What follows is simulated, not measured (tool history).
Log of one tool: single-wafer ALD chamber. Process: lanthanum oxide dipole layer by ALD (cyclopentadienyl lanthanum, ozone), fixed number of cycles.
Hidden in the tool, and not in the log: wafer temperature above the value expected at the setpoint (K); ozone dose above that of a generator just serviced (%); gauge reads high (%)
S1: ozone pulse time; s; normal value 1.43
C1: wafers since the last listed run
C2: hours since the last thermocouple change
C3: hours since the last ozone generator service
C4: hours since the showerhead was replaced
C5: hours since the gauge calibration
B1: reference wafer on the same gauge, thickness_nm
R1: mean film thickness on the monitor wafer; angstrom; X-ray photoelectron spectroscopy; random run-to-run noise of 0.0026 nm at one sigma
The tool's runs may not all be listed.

| run | day | S1 | C1 | C2 | C3 | C4 | C5 | B1 | R1 |
|---|---|---|---|---|---|---|---|---|---|
| 1 | 0.000 | 1.43 | 0 | 1646.1 | 303.5 | 1491.8 | 224.6 | 0.577 | 5.74 |
| 2 | 2.804 | 0.99 | 1292 | 1713.4 | 370.8 | 1559.1 | 291.9 | 0.576 | 5.09 |
|  | 11.688 | ozone generator serviced |
| 3 | 13.642 | 1.80 | 4840 | 1973.5 | 46.9 | 1819.2 | 552.0 | 0.577 | 6.10 |
| 4 | 17.208 | 1.43 | 1643 | 2059.1 | 132.5 | 1904.8 | 637.6 | 0.578 | 5.86 |
| 5 | 19.788 | 1.43 | 1188 | 2121.0 | 194.4 | 1966.7 | 699.5 | 0.577 | 5.87 |
| 6 | 21.433 | 1.43 | 758 | 2160.5 | 233.9 | 2006.2 | 739.0 | 0.578 | 5.83 |
| 7 | 24.242 | 1.58 | 1294 | 2227.9 | 301.3 | 2073.6 | 806.4 | 0.577 | 5.93 |
| 8 | 28.096 | 1.58 | 1776 | 2320.4 | 393.8 | 2166.1 | 898.9 | 0.578 | 5.92 |
| 9 | 30.112 | 1.43 | 929 | 2368.8 | 442.2 | 2214.5 | 947.3 | 0.577 | 5.72 |
| 10 | 33.408 | 1.43 | 1518 | 2447.9 | 521.3 | 2293.6 | 1026.4 | 0.577 | 5.65 |
| 11 | 35.079 | 1.43 | 770 | 2488.0 | 561.4 | 2333.7 | 1066.5 | 0.577 | 5.69 |
|  | 36.771 | ozone generator serviced |
| 12 | 38.388 | 1.79 | 1371 | 2567.4 | 38.8 | 2413.1 | 1145.9 | 0.577 | 6.11 |
| 13 | 40.983 | 1.79 | 1196 | 2629.7 | 101.1 | 2475.4 | 1208.2 | 0.577 | 6.06 |
|  | 45.325 | gauge calibrated |
| 14 | 53.154 | 1.92 | 5608 | 2921.8 | 393.2 | 2767.5 | 187.9 | 0.577 | 6.07 |
| 15 | 55.546 | 0.86 | 1102 | 2979.2 | 450.6 | 2824.9 | 245.3 | 0.576 | 4.87 |
| 16 | 58.117 | 1.43 | 1184 | 3040.9 | 512.3 | 2886.6 | 307.0 | 0.576 | 5.75 |
| 17 | 59.938 | 1.79 | 839 | 3084.6 | 556.0 | 2930.3 | 350.7 | 0.577 | 5.95 |
|  | 61.321 | showerhead replaced |
| 18 | 64.129 | 1.85 | 1778 | 3185.2 | 656.6 | 67.4 | 451.3 | 0.577 | 5.91 |
|  | 67.838 | ozone generator serviced |
| 19 | 68.033 | 1.21 | 1645 | 3278.9 | 4.7 | 161.1 | 545.0 | 0.578 | 5.71 |
|  | 68.646 | thermocouple changed; heater temperature recalibrated |
| 20 | 71.433 | 1.76 | 1413 | 66.9 | 86.3 | 242.7 | 626.6 | 0.576 | 6.03 |
| 21 | 72.979 | 1.07 | 712 | 104.0 | 123.4 | 279.8 | 663.7 | 0.576 | 5.46 |
| 22 | 75.279 | 1.09 | 1059 | 159.2 | 178.6 | 335.0 | 718.9 | 0.577 | 5.48 |
| 23 | 78.433 | 1.43 | 1453 | 234.9 | 254.3 | 410.7 | 794.6 | 0.577 | 5.90 |
| 24 | 81.188 | 1.43 | 1269 | 301.0 | 320.4 | 476.8 | 860.7 | 0.577 | 5.87 |
| 25 | 83.100 | 1.27 | 881 | 346.9 | 366.3 | 522.7 | 906.6 | 0.577 | 5.68 |
| 26 | 85.950 | 1.23 | 1313 | 415.3 | 434.7 | 591.1 | 975.0 | 0.577 | 5.51 |

Alternative continuations, all from the tool just after run 26; predict every row:
| A | 85.967 | 1.43 | 7 | 415.7 | 435.1 | 591.5 | 975.4 | ? | ? |
| B | 85.967 | 1.93 | 7 | 415.7 | 435.1 | 591.5 | 975.4 | ? | ? |
| C | 85.967 | 1.90 | 7 | 415.7 | 435.1 | 591.5 | 975.4 | ? | ? |

| run | B1 | R1 |
|---|---|---|
| A | 0.577 | 5.78 |
| B | 0.577 | 6.07 |
| C | 0.577 | 6.06 |
Had the tool no hidden state, the same runs would have come out as:
| run | R1 |
|---|---|
| A | 5.91 |
| B | 6.14 |
| C | 6.13 |
